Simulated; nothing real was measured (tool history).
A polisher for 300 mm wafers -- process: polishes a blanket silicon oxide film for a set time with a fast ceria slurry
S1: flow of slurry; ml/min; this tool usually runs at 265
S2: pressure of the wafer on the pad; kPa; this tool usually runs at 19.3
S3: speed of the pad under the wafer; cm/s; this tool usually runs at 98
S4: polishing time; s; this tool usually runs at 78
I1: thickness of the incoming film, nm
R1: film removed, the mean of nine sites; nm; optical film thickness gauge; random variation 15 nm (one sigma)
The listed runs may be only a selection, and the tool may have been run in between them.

run,hour,S1,S2,S3,S4,I1,R1
1,0,265,19.3,98,78,3747.3,1168.4
2,69.1,265,19.3,98,78,3775.9,1151.4
3,157.2,265,23.4,98,78,3739,1409.8
# hour 244.4: worn pad replaced by a new one
4,251.2,265,23.4,98,78,3759.2,1443.6
5,320,265,19.3,98,78,3734.5,1174.3
6,395.3,265,19.3,98,78,3760.5,1203.6
# hour 443.9: head pressure recalibrated
7,500.4,265,19.3,98,78,3733.8,1173.5
8,548.4,265,19.3,98,57,3729.1,849.9
9,613,265,19.3,98,57,3698.8,853.5
# hour 676.4: slurry nozzle cleaned
10,880.9,265,19.3,98,78,3732.8,1186.8
11,975.5,265,19.3,98,99,3722.4,1563.4
# hour 1028.1: worn pad replaced by a new one
12,1063.5,265,19.3,98,99,3744.1,1526
13,1161.7,265,19.3,98,78,3775.8,1243.4
14,1247.2,265,19.3,98,78,3749.4,1266.3
# hour 1305: head pressure recalibrated
15,1348.2,265,19.3,82,78,3739.8,954.9
16,1428.3,265,19.3,126,88,3754.2,1663.9
# hour 1476.7: slurry nozzle cleaned
17,1481.2,265,19.3,98,78,3800.5,1131.8
18,1564.5,265,26.2,114,78,3752.7,1755.2
19,1644.2,215,13.1,126,55,3798.6,757.9
20,1699.6,265,19.3,98,78,3683.6,1165.6
21,1754.4,265,19.3,98,78,3825.4,1151.6
# hour 1828.4: worn pad replaced by a new one
22,2011.2,265,19.3,98,91,3738.5,1441
# hour 2058: head pressure recalibrated
23,2077.8,210,22.1,66,89,3732.7,986.2
24,2175.7,265,19.3,98,78,3749,1145
25,2242.9,265,13.1,66,57,3800.6,414.1
# hour 2249.7: slurry nozzle cleaned
26,2337.6,265,19.3,98,61,3793.7,929.9
27,2420.6,190,19.3,98,70,3821.1,1036.5
# hour 2583.7: worn pad replaced by a new one
28,2715.6,205,15.9,98,78,3729.6,1022.9
29,2779.4,320,13.1,128,78,3740.4,1178.7
# hour 2796.1: head pressure recalibrated
30,2876.1,265,17.2,98,55,3776.1,718.5
31,2951.3,265,19.3,110,78,3688.8,1278.7
32,3014.1,265,19.3,98,64,3733.9,928.1
33,3066.5,265,19.3,98,78,3753.7,1131.6
# hour 3113.1: slurry nozzle cleaned
34,3338,175,19.3,98,78,3718.7,1150.4
# hour 3352.3: worn pad replaced by a new one
35,3405.9,265,24.8,80,90,3768,1397.2

Each run again, without the hidden state but with its own random variation kept:
The tool's hidden condition here consists of: removal rate lost through wear of the pad, %; slurry flow missing at the pad, %; deviation of the head's pressure from its setpoint, %.
run,R1
1,1150.9
2,1127
3,1366.6
4,1382.5
5,1113.4
6,1127.4
7,1164.9
8,842.9
9,844.7
10,1152.7
11,1502.6
12,1449.9
13,1164.2
14,1168.7
15,955.3
16,1662.1
17,1128.4
18,1742.5
19,748.2
20,1145.3
21,1125.4
22,1361.4
23,989.4
24,1146.8
25,413.8
26,924.3
27,1023.8
28,976
29,1113.6
30,731.1
31,1298.5
32,939.8
33,1142.3
34,1131.4
35,1361.8
